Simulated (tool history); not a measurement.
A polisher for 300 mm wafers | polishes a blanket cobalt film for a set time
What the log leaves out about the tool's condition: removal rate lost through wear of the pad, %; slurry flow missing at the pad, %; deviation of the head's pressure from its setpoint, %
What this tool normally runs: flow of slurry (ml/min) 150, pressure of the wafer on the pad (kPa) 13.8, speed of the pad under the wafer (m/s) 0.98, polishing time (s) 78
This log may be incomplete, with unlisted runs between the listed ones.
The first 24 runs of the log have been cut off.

run,hour,flow of slurry (ml/min),pressure of the wafer on the pad (kPa),speed of the pad under the wafer (m/s),polishing time (s),wafers since the last listed run,wafers polished on this pad,hours since the slurry nozzle was cleaned,hours since the head pressure was calibrated,"incoming thickness of the incoming film, nm",film removed (nm)
25,349.5,150,11.7,1.24,78,228,233,85.7,97.8,1177.5,370.5
26,367.5,150,13.8,0.98,68,197,430,103.7,115.8,1169.6,330.8
27,382.9,150,13.8,0.98,78,168,599,119.1,131.2,1157.3,374.7
28,391.7,100,13.8,0.98,78,96,695,127.9,140.0,1175.7,338.4
29,398.9,150,17.9,1.26,93,78,774,135.1,147.2,1165.7,665.4
30,406.2,120,11.7,1.12,78,79,854,142.4,154.5,1165.0,334.0
31,423.2,150,13.8,0.98,78,186,1040,159.4,171.5,1181.0,369.6
# hour 435.4: worn pad replaced by a new one
32,435.9,150,13.8,0.98,95,95,5,172.1,184.2,1181.7,454.2
33,453.0,150,13.8,0.98,78,187,192,189.2,201.3,1190.3,366.4
34,466.6,105,11.0,0.82,78,148,341,202.8,214.9,1164.6,248.8
35,477.2,150,13.8,1.24,78,116,457,213.4,225.5,1178.8,430.5
36,487.3,150,13.8,0.66,78,110,567,223.5,235.6,1167.7,296.9
37,505.1,190,17.2,1.18,78,194,762,241.3,253.4,1170.3,535.7
38,512.0,150,17.9,0.98,78,75,838,248.2,260.3,1156.6,482.3

Consider 3 possible next runs. They are alternatives, not a sequence: every one starts from the tool as it was left by run 38. What does each give?
A,512.5,150,13.8,0.98,78,5,843,248.7,260.8,1179.7,?
B,512.5,100,13.8,1.14,78,5,843,248.7,260.8,1179.7,?
C,512.5,150,15.9,0.98,104,5,843,248.7,260.8,1179.7,?

run,film removed (nm)
A,362.8
B,366.5
C,556.2
Take away the tool's hidden state, keep each run's random variation, and the runs would have read:
run,film removed (nm)
A,362.8
B,366.5
C,556.3
